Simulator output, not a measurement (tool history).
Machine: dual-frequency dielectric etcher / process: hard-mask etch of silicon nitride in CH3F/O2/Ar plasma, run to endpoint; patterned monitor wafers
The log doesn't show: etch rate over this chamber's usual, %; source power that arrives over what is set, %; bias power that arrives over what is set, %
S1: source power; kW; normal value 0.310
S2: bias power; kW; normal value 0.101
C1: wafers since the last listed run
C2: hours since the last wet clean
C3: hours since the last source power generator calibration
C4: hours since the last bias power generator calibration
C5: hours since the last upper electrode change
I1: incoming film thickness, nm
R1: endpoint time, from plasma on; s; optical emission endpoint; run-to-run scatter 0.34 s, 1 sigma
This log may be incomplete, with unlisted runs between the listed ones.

Run 1, hour 0.0: usual settings but S1 0.360 kW; C1 0; C2 326.0; C3 3112.0; C4 3555.5; C5 3251.5; I1 29.61. Result: R1 34.6 s.
Run 2, hour 29.8: usual settings; C1 358; C2 355.8; C3 3141.8; C4 3585.3; C5 3281.3; I1 29.73. Result: R1 37.0 s.
At hour 106.1: wet clean of the chamber.
Run 3, hour 106.6: usual settings; C1 634; C2 0.5; C3 3218.6; C4 3662.1; C5 3358.1; I1 29.81. Result: R1 38.6 s.
Run 4, hour 206.5: usual settings; C1 1200; C2 100.4; C3 3318.5; C4 3762.0; C5 3458.0; I1 29.46. Result: R1 38.4 s.
Run 5, hour 238.3: usual settings; C1 382; C2 132.2; C3 3350.3; C4 3793.8; C5 3489.8; I1 29.47. Result: R1 37.7 s.
Run 6, hour 285.0: usual settings; C1 561; C2 178.9; C3 3397.0; C4 3840.5; C5 3536.5; I1 29.41. Result: R1 37.8 s.
Run 7, hour 316.1: usual settings; C1 373; C2 210.0; C3 3428.1; C4 3871.6; C5 3567.6; I1 29.30. Result: R1 37.3 s.
Run 8, hour 356.3: usual settings but S2 0.094 kW; C1 482; C2 250.2; C3 3468.3; C4 3911.8; C5 3607.8; I1 29.72. Result: R1 38.8 s.
Run 9, hour 422.3: usual settings; C1 792; C2 316.2; C3 3534.3; C4 3977.8; C5 3673.8; I1 29.59. Result: R1 36.4 s.
At hour 479.4: wet clean of the chamber.
Run 10, hour 479.9: usual settings; C1 403; C2 0.5; C3 3591.9; C4 4035.4; C5 3731.4; I1 29.54. Result: R1 38.1 s.
At hour 535.3: bias power generator calibrated.
At hour 557.4: upper electrode replaced.
Run 11, hour 557.9: usual settings but S1 0.230 kW, S2 0.110 kW; C1 622; C2 78.5; C3 3669.9; C4 22.6; C5 0.5; I1 29.94. Result: R1 42.9 s.
Run 12, hour 628.6: usual settings but S2 0.094 kW; C1 849; C2 149.2; C3 3740.6; C4 93.3; C5 71.2; I1 29.59. Result: R1 39.2 s.
At hour 655.2: source power generator calibrated.
Run 13, hour 669.1: usual settings; C1 438; C2 189.7; C3 13.9; C4 133.8; C5 111.7; I1 29.60. Result: R1 37.6 s.
Run 14, hour 719.5: usual settings but S1 0.250 kW, S2 0.123 kW; C1 605; C2 240.1; C3 64.3; C4 184.2; C5 162.1; I1 29.37. Result: R1 37.6 s.
Run 15, hour 788.7: usual settings; C1 831; C2 309.3; C3 133.5; C4 253.4; C5 231.3; I1 30.01. Result: R1 37.8 s.
At hour 874.6: wet clean of the chamber.
Run 16, hour 875.1: usual settings but S1 0.370 kW, S2 0.123 kW; C1 749; C2 0.5; C3 219.9; C4 339.8; C5 317.7; I1 29.71. Result: R1 33.0 s.
Run 17, hour 908.1: usual settings; C1 396; C2 33.5; C3 252.9; C4 372.8; C5 350.7; I1 29.53. Result: R1 38.0 s.
Run 18, hour 941.1: usual settings but S2 0.108 kW; C1 396; C2 66.5; C3 285.9; C4 405.8; C5 383.7; I1 29.53. Result: R1 36.9 s.
Run 19, hour 1002.9: usual settings but S1 0.390 kW, S2 0.094 kW; C1 742; C2 128.3; C3 347.7; C4 467.6; C5 445.5; I1 29.53. Result: R1 35.5 s.
Run 20, hour 1049.4: usual settings but S1 0.270 kW, S2 0.119 kW; C1 558; C2 174.8; C3 394.2; C4 514.1; C5 492.0; I1 29.88. Result: R1 38.0 s.

Across each entry between runs, compare the hidden state at the last listed run before it with the hidden state at the first listed run after it:
Logged between run 2 and run 3: wet clean of the chamber (hour 106.1)
  etch rate over this chamber's usual, %: 5.02 -> 0.178
  measured minus no-state result, R1: -1.9 -> -0.1 s
Logged between run 9 and run 10: wet clean of the chamber (hour 479.4)
  etch rate over this chamber's usual, %: 4.54 -> -0.805
  measured minus no-state result, R1: -1.7 -> +0.3 s
Logged between run 10 and run 11: bias power generator calibrated (hour 535.3); upper electrode replaced (hour 557.4)
  etch rate over this chamber's usual, %: -0.805 -> 0.272
  measured minus no-state result, R1: +0.3 -> -0.1 s
Logged between run 12 and run 13: source power generator calibrated (hour 655.2)
  etch rate over this chamber's usual, %: 1.25 -> 1.81
  measured minus no-state result, R1: -0.5 -> -0.6 s
Logged between run 15 and run 16: wet clean of the chamber (hour 874.6)
  etch rate over this chamber's usual, %: 3.46 -> -0.113
  measured minus no-state result, R1: -1.3 -> +0.0 s
